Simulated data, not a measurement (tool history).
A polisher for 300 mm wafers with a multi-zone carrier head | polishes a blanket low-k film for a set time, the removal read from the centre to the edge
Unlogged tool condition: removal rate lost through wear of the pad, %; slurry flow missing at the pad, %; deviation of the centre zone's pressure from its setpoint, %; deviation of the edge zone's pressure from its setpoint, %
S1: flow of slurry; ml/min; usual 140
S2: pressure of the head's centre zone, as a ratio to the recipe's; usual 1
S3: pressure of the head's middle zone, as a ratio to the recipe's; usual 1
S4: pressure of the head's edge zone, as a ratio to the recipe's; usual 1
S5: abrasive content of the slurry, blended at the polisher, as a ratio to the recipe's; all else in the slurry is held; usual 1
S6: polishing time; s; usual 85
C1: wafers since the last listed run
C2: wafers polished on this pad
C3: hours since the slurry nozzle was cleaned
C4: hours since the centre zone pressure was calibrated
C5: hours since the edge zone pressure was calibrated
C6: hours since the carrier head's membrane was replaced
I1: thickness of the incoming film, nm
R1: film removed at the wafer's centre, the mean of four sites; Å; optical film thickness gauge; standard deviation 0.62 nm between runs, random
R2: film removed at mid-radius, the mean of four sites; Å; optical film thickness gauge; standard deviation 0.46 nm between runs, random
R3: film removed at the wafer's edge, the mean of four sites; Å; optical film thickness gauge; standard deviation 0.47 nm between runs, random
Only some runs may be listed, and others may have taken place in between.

run 1 hour=0 | S1=105 S2=0.93 S3=1 S4=1 S5=1 S6=85 | C1=0 C2=553 C3=455.1 C4=641.6 C5=386.1 C6=1660 | I1=741.8 | R1=351 R2=394 R3=428
run 2 hour=21.1 | S1=105 S2=0.93 S3=1 S4=1 S5=1 S6=85 | C1=117 C2=670 C3=476.2 C4=662.7 C5=407.2 C6=1681.1 | I1=762.8 | R1=361 R2=396 R3=413
run 3 hour=33.4 | S1=105 S2=0.93 S3=1 S4=1 S5=1 S6=85 | C1=68 C2=738 C3=488.5 C4=675 C5=419.5 C6=1693.4 | I1=736.3 | R1=355 R2=391 R3=410
run 4 hour=65.4 | S1=140 S2=0.95 S3=1 S4=1.04 S5=1 S6=85 | C1=177 C2=916 C3=520.5 C4=707 C5=451.5 C6=1725.4 | I1=754.2 | R1=385 R2=411 R3=439
-- hour=78.5 worn pad replaced by a new one
run 5 hour=99.4 | S1=140 S2=1 S3=1 S4=1.09 S5=1 S6=85 | C1=166 C2=116 C3=554.5 C4=741 C5=485.5 C6=1759.4 | I1=748.7 | R1=404 R2=409 R3=448
run 6 hour=134.2 | S1=140 S2=1 S3=1 S4=1.09 S5=1 S6=85 | C1=193 C2=309 C3=589.3 C4=775.8 C5=520.3 C6=1794.2 | I1=742 | R1=411 R2=410 R3=447
run 7 hour=170.1 | S1=140 S2=1 S3=1 S4=1.09 S5=1 S6=85 | C1=199 C2=509 C3=625.2 C4=811.7 C5=556.2 C6=1830.1 | I1=765.8 | R1=400 R2=417 R3=448
run 8 hour=192.1 | S1=140 S2=1 S3=1 S4=1 S5=1 S6=85 | C1=122 C2=631 C3=647.2 C4=833.7 C5=578.2 C6=1852.1 | I1=737.6 | R1=407 R2=408 R3=426
run 9 hour=204.7 | S1=140 S2=1 S3=1 S4=1 S5=1 S6=85 | C1=70 C2=701 C3=659.8 C4=846.3 C5=590.8 C6=1864.7 | I1=755.5 | R1=404 R2=413 R3=427
-- hour=208.9 slurry nozzle cleaned
run 10 hour=238.7 | S1=140 S2=0.91 S3=1 S4=1 S5=1 S6=85 | C1=183 C2=885 C3=29.8 C4=880.3 C5=624.8 C6=1898.7 | I1=744.2 | R1=395 R2=439 R3=449
run 11 hour=259.4 | S1=170 S2=1 S3=1 S4=1 S5=1.1 S6=85 | C1=115 C2=1000 C3=50.5 C4=901 C5=645.5 C6=1919.4 | I1=747.5 | R1=461 R2=465 R3=468
-- hour=277.1 worn pad replaced by a new one
-- hour=303.9 centre zone pressure recalibrated
run 12 hour=334.5 | S1=125 S2=0.91 S3=1 S4=1 S5=1 S6=85 | C1=384 C2=307 C3=125.6 C4=30.6 C5=720.6 C6=1994.5 | I1=750.4 | R1=377 R2=414 R3=433
run 13 hour=355.1 | S1=170 S2=1 S3=1.11 S4=0.93 S5=1 S6=85 | C1=114 C2=422 C3=146.2 C4=51.2 C5=741.2 C6=2015.1 | I1=758.1 | R1=449 R2=473 R3=436
run 14 hour=369.1 | S1=180 S2=1 S3=0.91 S4=1 S5=1 S6=99 | C1=77 C2=500 C3=160.2 C4=65.2 C5=755.2 C6=2029.1 | I1=752.4 | R1=506 R2=477 R3=526
run 15 hour=402.9 | S1=180 S2=1.08 S3=1 S4=1 S5=0.75 S6=104 | C1=187 C2=687 C3=194 C4=99 C5=789 C6=2062.9 | I1=756.1 | R1=516 R2=478 R3=493
-- hour=417.4 carrier head's membrane replaced by a new one
run 16 hour=437.8 | S1=110 S2=1 S3=1 S4=1 S5=1 S6=99 | C1=166 C2=854 C3=228.9 C4=133.9 C5=823.9 C6=20.4 | I1=751.9 | R1=453 R2=463 R3=499
-- hour=440.9 edge zone pressure recalibrated
run 17 hour=461.6 | S1=140 S2=1 S3=1 S4=1 S5=1 S6=85 | C1=121 C2=975 C3=252.7 C4=157.7 C5=20.7 C6=44.2 | I1=759.8 | R1=411 R2=416 R3=436
-- hour=472.4 worn pad replaced by a new one
run 18 hour=493.8 | S1=180 S2=1.06 S3=0.94 S4=1 S5=1 S6=85 | C1=156 C2=118 C3=284.9 C4=189.9 C5=52.9 C6=76.4 | I1=744.9 | R1=451 R2=413 R3=450
run 19 hour=520.5 | S1=140 S2=1 S3=1 S4=1 S5=1 S6=85 | C1=148 C2=267 C3=311.6 C4=216.6 C5=79.6 C6=103.1 | I1=749.5 | R1=420 R2=417 R3=431
run 20 hour=578.6 | S1=190 S2=1.04 S3=1 S4=1 S5=1 S6=85 | C1=322 C2=590 C3=369.7 C4=274.7 C5=137.7 C6=161.2 | I1=760.3 | R1=442 R2=433 R3=449

What if the next run were any one of these 5? Each begins from the tool's condition after run 20:
run A hour=579.1 | S1=140 S2=1 S3=1 S4=1 S5=1 S6=85 | C1=2 C2=593 C3=370.2 C4=275.2 C5=138.2 C6=161.7 | I1=744.3 | R1=? R2=? R3=?
run B hour=579.1 | S1=115 S2=1 S3=1 S4=1 S5=1 S6=85 | C1=2 C2=593 C3=370.2 C4=275.2 C5=138.2 C6=161.7 | I1=744.3 | R1=? R2=? R3=?
run C hour=579.1 | S1=140 S2=0.9 S3=1.05 S4=1 S5=1 S6=85 | C1=2 C2=593 C3=370.2 C4=275.2 C5=138.2 C6=161.7 | I1=744.3 | R1=? R2=? R3=?
run D hour=579.1 | S1=110 S2=1 S3=1 S4=1.06 S5=1 S6=65 | C1=2 C2=593 C3=370.2 C4=275.2 C5=138.2 C6=161.7 | I1=744.3 | R1=? R2=? R3=?
run E hour=579.1 | S1=140 S2=1 S3=1.04 S4=1 S5=1 S6=85 | C1=2 C2=593 C3=370.2 C4=275.2 C5=138.2 C6=161.7 | I1=744.3 | R1=? R2=? R3=?

run=A R1=402 R2=409 R3=433
run=B R1=386 R2=395 R3=423
run=C R1=361 R2=424 R3=433
run=D R1=292 R2=299 R3=331
run=E R1=402 R2=421 R3=433
What these runs would have given with no unlogged condition in the tool:
run=A R1=437 R2=440 R3=456
run=B R1=424 R2=429 R3=448
run=C R1=393 R2=456 R3=456
run=D R1=322 R2=326 R3=351
run=E R1=437 R2=453 R3=456
